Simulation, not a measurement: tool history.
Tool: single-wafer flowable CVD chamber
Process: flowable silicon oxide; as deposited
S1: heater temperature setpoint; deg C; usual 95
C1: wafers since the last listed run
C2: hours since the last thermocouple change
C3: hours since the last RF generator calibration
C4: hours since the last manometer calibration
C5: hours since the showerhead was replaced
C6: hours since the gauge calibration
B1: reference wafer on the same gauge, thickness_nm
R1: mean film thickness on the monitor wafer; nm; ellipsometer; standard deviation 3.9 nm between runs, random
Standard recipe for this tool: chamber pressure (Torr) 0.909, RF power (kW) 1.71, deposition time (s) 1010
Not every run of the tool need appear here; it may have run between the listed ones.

{"run": 1, "day": 0.0, "S1": 95, "chamber pressure (Torr)": 0.909, "RF power (kW)": 1.71, "deposition time (s)": 1010, "C1": 0, "C2": 690.7, "C3": 692.8, "C4": 397.8, "C5": 5278.6, "C6": 1519.1, "B1": 705.254, "R1": 774.876}
{"run": 2, "day": 3.667, "S1": 95, "chamber pressure (Torr)": 0.909, "RF power (kW)": 1.71, "deposition time (s)": 1010, "C1": 140, "C2": 778.7, "C3": 780.8, "C4": 485.8, "C5": 5366.6, "C6": 1607.1, "B1": 705.1, "R1": 773.5}
{"run": 3, "day": 7.979, "S1": 95, "chamber pressure (Torr)": 0.909, "RF power (kW)": 1.71, "deposition time (s)": 1010, "C1": 165, "C2": 882.2, "C3": 884.3, "C4": 589.3, "C5": 5470.1, "C6": 1710.6, "B1": 705.263, "R1": 776.833}
{"run": 4, "day": 11.367, "S1": 95, "chamber pressure (Torr)": 0.909, "RF power (kW)": 1.71, "deposition time (s)": 1010, "C1": 130, "C2": 963.5, "C3": 965.6, "C4": 670.6, "C5": 5551.4, "C6": 1791.9, "B1": 705.011, "R1": 762.2}
{"day": 12.117, "done": "RF generator calibrated"}
{"run": 5, "day": 22.125, "S1": 95, "chamber pressure (Torr)": 0.909, "RF power (kW)": 1.71, "deposition time (s)": 1010, "C1": 400, "C2": 1221.7, "C3": 240.2, "C4": 928.8, "C5": 5809.6, "C6": 2050.1, "B1": 706.071, "R1": 768.231}
{"run": 6, "day": 23.825, "S1": 95, "chamber pressure (Torr)": 0.909, "RF power (kW)": 1.71, "deposition time (s)": 1010, "C1": 65, "C2": 1262.5, "C3": 281, "C4": 969.6, "C5": 5850.4, "C6": 2090.9, "B1": 705.172, "R1": 766.874}
{"run": 7, "day": 26.983, "S1": 95, "chamber pressure (Torr)": 0.909, "RF power (kW)": 1.71, "deposition time (s)": 1010, "C1": 121, "C2": 1338.3, "C3": 356.8, "C4": 1045.4, "C5": 5926.2, "C6": 2166.7, "B1": 704.57, "R1": 763.739}
{"run": 8, "day": 29.929, "S1": 95, "chamber pressure (Torr)": 0.909, "RF power (kW)": 1.71, "deposition time (s)": 1010, "C1": 113, "C2": 1409, "C3": 427.5, "C4": 1116.1, "C5": 5996.9, "C6": 2237.4, "B1": 705.16, "R1": 758.602}
{"run": 9, "day": 32.067, "S1": 95, "chamber pressure (Torr)": 0.909, "RF power (kW)": 1.71, "deposition time (s)": 1010, "C1": 82, "C2": 1460.3, "C3": 478.8, "C4": 1167.4, "C5": 6048.2, "C6": 2288.7, "B1": 705.127, "R1": 766.229}
{"day": 32.688, "done": "gauge calibrated"}
{"run": 10, "day": 34.8, "S1": 95, "chamber pressure (Torr)": 0.972, "RF power (kW)": 1.71, "deposition time (s)": 1010, "C1": 104, "C2": 1525.9, "C3": 544.4, "C4": 1233, "C5": 6113.8, "C6": 50.7, "B1": 705.45, "R1": 819.727}
{"run": 11, "day": 38.254, "S1": 95, "chamber pressure (Torr)": 0.972, "RF power (kW)": 1.71, "deposition time (s)": 1010, "C1": 132, "C2": 1608.8, "C3": 627.3, "C4": 1315.9, "C5": 6196.7, "C6": 133.6, "B1": 705.061, "R1": 812.836}
{"run": 12, "day": 40.85, "S1": 95, "chamber pressure (Torr)": 0.972, "RF power (kW)": 1.71, "deposition time (s)": 1010, "C1": 99, "C2": 1671.1, "C3": 689.6, "C4": 1378.2, "C5": 6259, "C6": 195.9, "B1": 704.959, "R1": 812.928}
{"run": 13, "day": 44.583, "S1": 95, "chamber pressure (Torr)": 0.797, "RF power (kW)": 1.71, "deposition time (s)": 1010, "C1": 143, "C2": 1760.7, "C3": 779.2, "C4": 1467.8, "C5": 6348.6, "C6": 285.5, "B1": 704.955, "R1": 666.99}
{"run": 14, "day": 47.021, "S1": 95, "chamber pressure (Torr)": 0.909, "RF power (kW)": 1.71, "deposition time (s)": 1010, "C1": 93, "C2": 1819.2, "C3": 837.7, "C4": 1526.3, "C5": 6407.1, "C6": 344, "B1": 705.249, "R1": 765.747}
{"day": 48.15, "done": "RF generator calibrated"}
{"run": 15, "day": 50.262, "S1": 100, "chamber pressure (Torr)": 0.825, "RF power (kW)": 1.59, "deposition time (s)": 840, "C1": 111, "C2": 1897, "C3": 50.7, "C4": 1604.1, "C5": 6484.9, "C6": 421.8, "B1": 705.705, "R1": 483.616}
{"day": 53.208, "done": "showerhead replaced"}
{"run": 16, "day": 54.017, "S1": 95, "chamber pressure (Torr)": 0.789, "RF power (kW)": 1.71, "deposition time (s)": 1060, "C1": 131, "C2": 1987.1, "C3": 140.8, "C4": 1694.2, "C5": 19.4, "C6": 511.9, "B1": 704.704, "R1": 692.334}
{"run": 17, "day": 55.9, "S1": 95, "chamber pressure (Torr)": 0.836, "RF power (kW)": 2.01, "deposition time (s)": 1010, "C1": 72, "C2": 2032.3, "C3": 186, "C4": 1739.4, "C5": 64.6, "C6": 557.1, "B1": 705.844, "R1": 743.797}
{"run": 18, "day": 58.217, "S1": 82, "chamber pressure (Torr)": 0.909, "RF power (kW)": 1.835, "deposition time (s)": 1010, "C1": 88, "C2": 2087.9, "C3": 241.6, "C4": 1795, "C5": 120.2, "C6": 612.7, "B1": 704.972, "R1": 1122.699}
{"run": 19, "day": 64.021, "S1": 95, "chamber pressure (Torr)": 0.909, "RF power (kW)": 1.71, "deposition time (s)": 1010, "C1": 222, "C2": 2227.2, "C3": 380.9, "C4": 1934.3, "C5": 259.5, "C6": 752, "B1": 705.005, "R1": 754.725}
{"day": 65.238, "done": "capacitance manometer re-zeroed and calibrated"}
{"run": 20, "day": 65.633, "S1": 95, "chamber pressure (Torr)": 0.909, "RF power (kW)": 1.71, "deposition time (s)": 1010, "C1": 49, "C2": 2265.9, "C3": 419.6, "C4": 9.5, "C5": 298.2, "C6": 790.7, "B1": 704.89, "R1": 757.826}
{"run": 21, "day": 67.921, "S1": 95, "chamber pressure (Torr)": 0.909, "RF power (kW)": 1.71, "deposition time (s)": 1010, "C1": 87, "C2": 2320.8, "C3": 474.5, "C4": 64.4, "C5": 353.1, "C6": 845.6, "B1": 704.428, "R1": 752.786}
{"day": 71.55, "done": "thermocouple changed; heater temperature recalibrated"}
{"run": 22, "day": 78.996, "S1": 95, "chamber pressure (Torr)": 0.795, "RF power (kW)": 1.71, "deposition time (s)": 1010, "C1": 412, "C2": 178.7, "C3": 740.3, "C4": 330.2, "C5": 618.9, "C6": 1111.4, "B1": 705.06, "R1": 688.244}
{"run": 23, "day": 81.075, "S1": 95, "chamber pressure (Torr)": 0.909, "RF power (kW)": 1.71, "deposition time (s)": 1090, "C1": 79, "C2": 228.6, "C3": 790.2, "C4": 380.1, "C5": 668.8, "C6": 1161.3, "B1": 705.183, "R1": 850.994}
{"run": 24, "day": 83.738, "S1": 95, "chamber pressure (Torr)": 0.909, "RF power (kW)": 1.71, "deposition time (s)": 1010, "C1": 102, "C2": 292.5, "C3": 854.1, "C4": 444, "C5": 732.7, "C6": 1225.2, "B1": 703.783, "R1": 782.801}
{"day": 85.917, "done": "RF generator calibrated"}
{"run": 25, "day": 87.662, "S1": 95, "chamber pressure (Torr)": 0.909, "RF power (kW)": 1.71, "deposition time (s)": 1130, "C1": 137, "C2": 386.7, "C3": 41.9, "C4": 538.2, "C5": 826.9, "C6": 1319.4, "B1": 704.73, "R1": 870.438}
{"run": 26, "day": 100.362, "S1": 89, "chamber pressure (Torr)": 0.909, "RF power (kW)": 1.81, "deposition time (s)": 950, "C1": 487, "C2": 691.5, "C3": 346.7, "C4": 843, "C5": 1131.7, "C6": 1624.2, "B1": 705.279, "R1": 886.371}
{"run": 27, "day": 103.875, "S1": 95, "chamber pressure (Torr)": 0.836, "RF power (kW)": 2.01, "deposition time (s)": 1010, "C1": 134, "C2": 775.8, "C3": 431, "C4": 927.3, "C5": 1216, "C6": 1708.5, "B1": 705.405, "R1": 746.38}
{"run": 28, "day": 105.879, "S1": 95, "chamber pressure (Torr)": 0.909, "RF power (kW)": 1.71, "deposition time (s)": 1010, "C1": 76, "C2": 823.9, "C3": 479.1, "C4": 975.4, "C5": 1264.1, "C6": 1756.6, "B1": 704.166, "R1": 767.521}

Below are 3 alternative next runs, each starting from the tool's condition after run 28. Predict each:
{"run": "A", "day": 105.908, "S1": 95, "chamber pressure (Torr)": 0.805, "RF power (kW)": 1.71, "deposition time (s)": 1010, "C1": 1, "C2": 824.6, "C3": 479.8, "C4": 976.1, "C5": 1264.8, "C6": 1757.3, "B1": "?", "R1": "?"}
{"run": "B", "day": 105.908, "S1": 95, "chamber pressure (Torr)": 0.909, "RF power (kW)": 1.99, "deposition time (s)": 1170, "C1": 1, "C2": 824.6, "C3": 479.8, "C4": 976.1, "C5": 1264.8, "C6": 1757.3, "B1": "?", "R1": "?"}
{"run": "C", "day": 105.908, "S1": 89, "chamber pressure (Torr)": 0.909, "RF power (kW)": 1.805, "deposition time (s)": 1010, "C1": 1, "C2": 824.6, "C3": 479.8, "C4": 976.1, "C5": 1264.8, "C6": 1757.3, "B1": "?", "R1": "?"}

run=A B1=705.089 R1=684.247
run=B B1=705.089 R1=943.395
run=C B1=705.089 R1=943.94
The same runs, with their run-to-run variation unchanged, on a tool lacking any hidden condition would have given:
run=A R1=708.894
run=B R1=977.378
run=C R1=977.594
